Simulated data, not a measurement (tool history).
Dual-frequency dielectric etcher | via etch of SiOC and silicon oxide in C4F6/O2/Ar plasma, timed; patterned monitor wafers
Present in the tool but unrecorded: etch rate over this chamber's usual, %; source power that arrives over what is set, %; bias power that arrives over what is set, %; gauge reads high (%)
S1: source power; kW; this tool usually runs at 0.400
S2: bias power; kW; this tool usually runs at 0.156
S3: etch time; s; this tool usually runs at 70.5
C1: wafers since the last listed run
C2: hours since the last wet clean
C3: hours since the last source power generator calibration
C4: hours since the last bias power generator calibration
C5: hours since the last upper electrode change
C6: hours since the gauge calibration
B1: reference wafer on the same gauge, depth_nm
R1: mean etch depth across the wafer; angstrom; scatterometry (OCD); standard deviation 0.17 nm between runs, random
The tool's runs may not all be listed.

{"run": 1, "hour": 0.0, "S1": 0.4, "S2": 0.156, "S3": 86.0, "C1": 0, "C2": 181.6, "C3": 2050.6, "C4": 1921.3, "C5": 3197.7, "C6": 292.4, "B1": 79.9, "R1": 875}
{"run": 2, "hour": 53.8, "S1": 0.4, "S2": 0.156, "S3": 86.0, "C1": 790, "C2": 235.4, "C3": 2104.4, "C4": 1975.1, "C5": 3251.5, "C6": 346.2, "B1": 80.0, "R1": 879}
{"run": 3, "hour": 113.8, "S1": 0.4, "S2": 0.156, "S3": 86.5, "C1": 881, "C2": 295.4, "C3": 2164.4, "C4": 2035.1, "C5": 3311.5, "C6": 406.2, "B1": 80.1, "R1": 887}
{"run": 4, "hour": 164.5, "S1": 0.4, "S2": 0.156, "S3": 86.5, "C1": 744, "C2": 346.1, "C3": 2215.1, "C4": 2085.8, "C5": 3362.2, "C6": 456.9, "B1": 80.3, "R1": 889}
{"run": 5, "hour": 226.7, "S1": 0.4, "S2": 0.156, "S3": 76.5, "C1": 913, "C2": 408.3, "C3": 2277.3, "C4": 2148.0, "C5": 3424.4, "C6": 519.1, "B1": 80.3, "R1": 787}
{"run": 6, "hour": 256.4, "S1": 0.4, "S2": 0.156, "S3": 76.5, "C1": 436, "C2": 438.0, "C3": 2307.0, "C4": 2177.7, "C5": 3454.1, "C6": 548.8, "B1": 80.3, "R1": 788}
{"run": 7, "hour": 305.1, "S1": 0.37, "S2": 0.156, "S3": 70.5, "C1": 715, "C2": 486.7, "C3": 2355.7, "C4": 2226.4, "C5": 3502.8, "C6": 597.5, "B1": 80.4, "R1": 706}
{"run": 8, "hour": 331.7, "S1": 0.37, "S2": 0.156, "S3": 70.5, "C1": 390, "C2": 513.3, "C3": 2382.3, "C4": 2253.0, "C5": 3529.4, "C6": 624.1, "B1": 80.5, "R1": 706}
{"hour": 386.4, "done": "wet clean of the chamber"}
{"run": 9, "hour": 386.9, "S1": 0.37, "S2": 0.156, "S3": 70.5, "C1": 458, "C2": 0.5, "C3": 2437.5, "C4": 2308.2, "C5": 3584.6, "C6": 679.3, "B1": 80.5, "R1": 706}
{"run": 10, "hour": 406.5, "S1": 0.45, "S2": 0.156, "S3": 70.5, "C1": 287, "C2": 20.1, "C3": 2457.1, "C4": 2327.8, "C5": 3604.2, "C6": 698.9, "B1": 80.5, "R1": 762}
{"run": 11, "hour": 432.0, "S1": 0.4, "S2": 0.156, "S3": 70.5, "C1": 374, "C2": 45.6, "C3": 2482.6, "C4": 2353.3, "C5": 3629.7, "C6": 724.4, "B1": 80.7, "R1": 727}
{"run": 12, "hour": 485.6, "S1": 0.43, "S2": 0.138, "S3": 84.5, "C1": 787, "C2": 99.2, "C3": 2536.2, "C4": 2406.9, "C5": 3683.3, "C6": 778.0, "B1": 80.7, "R1": 863}
{"hour": 608.7, "done": "upper electrode replaced"}
{"run": 13, "hour": 609.2, "S1": 0.4, "S2": 0.156, "S3": 70.5, "C1": 1462, "C2": 222.8, "C3": 2659.8, "C4": 2530.5, "C5": 0.5, "C6": 901.6, "B1": 80.7, "R1": 730}
{"hour": 640.1, "done": "bias power generator calibrated"}
{"run": 14, "hour": 656.4, "S1": 0.31, "S2": 0.156, "S3": 51.5, "C1": 634, "C2": 270.0, "C3": 2707.0, "C4": 16.3, "C5": 47.7, "C6": 948.8, "B1": 80.7, "R1": 482}
{"run": 15, "hour": 701.9, "S1": 0.36, "S2": 0.156, "S3": 70.5, "C1": 668, "C2": 315.5, "C3": 2752.5, "C4": 61.8, "C5": 93.2, "C6": 994.3, "B1": 80.8, "R1": 700}
{"run": 16, "hour": 772.2, "S1": 0.4, "S2": 0.156, "S3": 61.0, "C1": 1032, "C2": 385.8, "C3": 2822.8, "C4": 132.1, "C5": 163.5, "C6": 1064.6, "B1": 80.8, "R1": 631}
{"run": 17, "hour": 824.0, "S1": 0.49, "S2": 0.156, "S3": 70.5, "C1": 760, "C2": 437.6, "C3": 2874.6, "C4": 183.9, "C5": 215.3, "C6": 1116.4, "B1": 80.9, "R1": 793}
{"run": 18, "hour": 882.3, "S1": 0.4, "S2": 0.156, "S3": 51.5, "C1": 856, "C2": 495.9, "C3": 2932.9, "C4": 242.2, "C5": 273.6, "C6": 1174.7, "B1": 80.9, "R1": 532}
{"hour": 989.1, "done": "wet clean of the chamber"}
{"run": 19, "hour": 1005.3, "S1": 0.45, "S2": 0.156, "S3": 51.5, "C1": 1454, "C2": 16.2, "C3": 3055.9, "C4": 365.2, "C5": 396.6, "C6": 1297.7, "B1": 80.9, "R1": 559}
{"run": 20, "hour": 1077.2, "S1": 0.4, "S2": 0.191, "S3": 54.5, "C1": 1055, "C2": 88.1, "C3": 3127.8, "C4": 437.1, "C5": 468.5, "C6": 1369.6, "B1": 81.0, "R1": 607}
{"hour": 1149.7, "done": "source power generator calibrated"}
{"run": 21, "hour": 1192.4, "S1": 0.4, "S2": 0.171, "S3": 86.0, "C1": 1633, "C2": 203.3, "C3": 42.7, "C4": 552.3, "C5": 583.7, "C6": 1484.8, "B1": 80.9, "R1": 922}
{"hour": 1216.3, "done": "gauge calibrated"}
{"run": 22, "hour": 1227.8, "S1": 0.44, "S2": 0.156, "S3": 61.5, "C1": 519, "C2": 238.7, "C3": 78.1, "C4": 587.7, "C5": 619.1, "C6": 11.5, "B1": 78.9, "R1": 644}
{"run": 23, "hour": 1253.2, "S1": 0.33, "S2": 0.189, "S3": 76.5, "C1": 373, "C2": 264.1, "C3": 103.5, "C4": 613.1, "C5": 644.5, "C6": 36.9, "B1": 79.0, "R1": 769}
{"run": 24, "hour": 1398.6, "S1": 0.4, "S2": 0.156, "S3": 78.0, "C1": 2135, "C2": 409.5, "C3": 248.9, "C4": 758.5, "C5": 789.9, "C6": 182.3, "B1": 79.6, "R1": 793}
{"hour": 1572.1, "done": "wet clean of the chamber"}
{"run": 25, "hour": 1573.5, "S1": 0.44, "S2": 0.156, "S3": 61.5, "C1": 2216, "C2": 1.4, "C3": 423.8, "C4": 933.4, "C5": 964.8, "C6": 357.2, "B1": 80.0, "R1": 653}
{"run": 26, "hour": 1609.2, "S1": 0.34, "S2": 0.195, "S3": 61.0, "C1": 524, "C2": 37.1, "C3": 459.5, "C4": 969.1, "C5": 1000.5, "C6": 392.9, "B1": 80.0, "R1": 634}
{"run": 27, "hour": 1641.0, "S1": 0.4, "S2": 0.131, "S3": 56.5, "C1": 467, "C2": 68.9, "C3": 491.3, "C4": 1000.9, "C5": 1032.3, "C6": 424.7, "B1": 80.1, "R1": 545}
{"run": 28, "hour": 1692.2, "S1": 0.4, "S2": 0.131, "S3": 70.5, "C1": 751, "C2": 120.1, "C3": 542.5, "C4": 1052.1, "C5": 1083.5, "C6": 475.9, "B1": 80.2, "R1": 679}
{"run": 29, "hour": 1728.1, "S1": 0.4, "S2": 0.156, "S3": 70.5, "C1": 527, "C2": 156.0, "C3": 578.4, "C4": 1088.0, "C5": 1119.4, "C6": 511.8, "B1": 80.2, "R1": 723}
{"run": 30, "hour": 1774.9, "S1": 0.48, "S2": 0.192, "S3": 54.5, "C1": 687, "C2": 202.8, "C3": 625.2, "C4": 1134.8, "C5": 1166.2, "C6": 558.6, "B1": 80.3, "R1": 651}

What was the tool's hidden state at every run in the log?
etch rate over this chamber's usual, %: 0 across all the runs
source power that arrives over what is set, %: 0 across all the runs
bias power that arrives over what is set, %: 0 across all the runs
H1: gauge reads high (%)
run=1 H1=1.13
run=2 H1=1.29
run=3 H1=1.45
run=4 H1=1.57
run=5 H1=1.7
run=6 H1=1.76
run=7 H1=1.84
run=8 H1=1.88
run=9 H1=1.96
run=10 H1=1.99
run=11 H1=2.02
run=12 H1=2.09
run=13 H1=2.21
run=14 H1=2.25
run=15 H1=2.28
run=16 H1=2.33
run=17 H1=2.36
run=18 H1=2.39
run=19 H1=2.44
run=20 H1=2.46
run=21 H1=2.49
run=22 H1=-0.181
run=23 H1=-0.0374
run=24 H1=0.649
run=25 H1=1.24
run=26 H1=1.33
run=27 H1=1.41
run=28 H1=1.52
run=29 H1=1.6
run=30 H1=1.69

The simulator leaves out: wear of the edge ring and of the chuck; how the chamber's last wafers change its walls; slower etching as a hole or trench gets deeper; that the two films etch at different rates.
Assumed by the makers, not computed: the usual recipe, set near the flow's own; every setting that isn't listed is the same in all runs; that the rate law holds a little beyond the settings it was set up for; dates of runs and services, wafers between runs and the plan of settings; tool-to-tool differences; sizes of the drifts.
